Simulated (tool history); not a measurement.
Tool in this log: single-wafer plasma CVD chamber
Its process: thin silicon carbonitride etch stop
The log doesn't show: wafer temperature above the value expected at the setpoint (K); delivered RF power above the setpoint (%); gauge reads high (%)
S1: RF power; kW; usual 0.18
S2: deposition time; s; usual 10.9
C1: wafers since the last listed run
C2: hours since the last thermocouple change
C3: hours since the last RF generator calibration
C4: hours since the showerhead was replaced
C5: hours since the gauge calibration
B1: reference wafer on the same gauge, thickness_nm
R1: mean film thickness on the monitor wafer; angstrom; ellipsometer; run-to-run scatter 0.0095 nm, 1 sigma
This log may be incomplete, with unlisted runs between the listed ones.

run    hour     S1    S2    C1      C2      C3      C4     C5     B1     R1
  1       0   0.18  11.6     0  1888.2  1355.4  4931.8  640.3  5.349  65.19
  2    60.5   0.18  11.6  1717  1948.7  1415.9  4992.3  700.8  5.349  65.23
  3   104.1   0.18  11.6  1237  1992.3  1459.5  5035.9  744.4  5.349  65.31
      105.2  -- gauge calibrated
  4   144.2   0.18  10.9  1138  2032.4  1499.6    5076     39  5.349  61.38
  5   208.9   0.18  10.9  1836  2097.1  1564.3  5140.7  103.7  5.351  61.19
  6   236.7   0.18  10.9   789  2124.9  1592.1  5168.5  131.5  5.351  61.35
  7   275.1   0.18  10.9  1089  2163.3  1630.5  5206.9  169.9  5.349  61.26
      323.2  -- RF generator calibrated
  8   330.9   0.18  10.9  1356  2219.1     7.7  5262.7  225.7   5.35  62.87
  9   398.8    0.2  10.9  1927    2287    75.6  5330.6  293.6  5.351  64.49
 10   466.8    0.2  10.9  1930    2355   143.6  5398.6  361.6   5.35  64.53
 11   497.3   0.19  11.5   865  2385.5   174.1  5429.1  392.1  5.351   67.2
 12   544.8  0.145  10.3  1348    2433   221.6  5476.6  439.6   5.35  55.73
      565.5  -- thermocouple changed; heater temperature recalibrated
 13   613.5   0.16   8.8  1722      48   290.3  5545.3  508.3  5.351  48.84
 14   673.2   0.17   9.4  1694   107.7     350    5605    568   5.35  52.85
 15   710.4   0.18  10.9  1055   144.9   387.2  5642.2  605.2  5.348  62.13
      759.9  -- showerhead replaced
 16   764.4  0.195   9.3  1305   198.9   441.2     4.5  659.2  5.351  54.23
      771.8  -- gauge calibrated
 17   798.9   0.18  10.9   979   233.4   475.7      39   27.1  5.352  62.06
 18   828.9  0.155  10.2   851   263.4   505.7      69   57.1   5.35  55.64
 19   855.1   0.15   8.9   743   289.6   531.9    95.2   83.3  5.349  48.14
 20  1029.4   0.18  10.9  4947   463.9   706.2   269.5  257.6  5.352  61.99

4 ways to go on from here, each from the tool as it stands after run 20. What would each give?
  A  1029.8   0.18  10.9  11  464.3  706.6  269.9  258   ?   ?
  B  1029.8  0.205  12.2  11  464.3  706.6  269.9  258   ?   ?
  C  1029.8  0.195   9.1  11  464.3  706.6  269.9  258   ?   ?
  D  1029.8   0.19  10.9  11  464.3  706.6  269.9  258   ?   ?

run    B1     R1
  A  5.35  61.89
  B  5.35  71.86
  C  5.35  52.85
  D  5.35  62.84
Had the tool no hidden state, the same runs would have come out as:
run     R1
  A  63.06
  B  73.21
  C  53.84
  D  64.02

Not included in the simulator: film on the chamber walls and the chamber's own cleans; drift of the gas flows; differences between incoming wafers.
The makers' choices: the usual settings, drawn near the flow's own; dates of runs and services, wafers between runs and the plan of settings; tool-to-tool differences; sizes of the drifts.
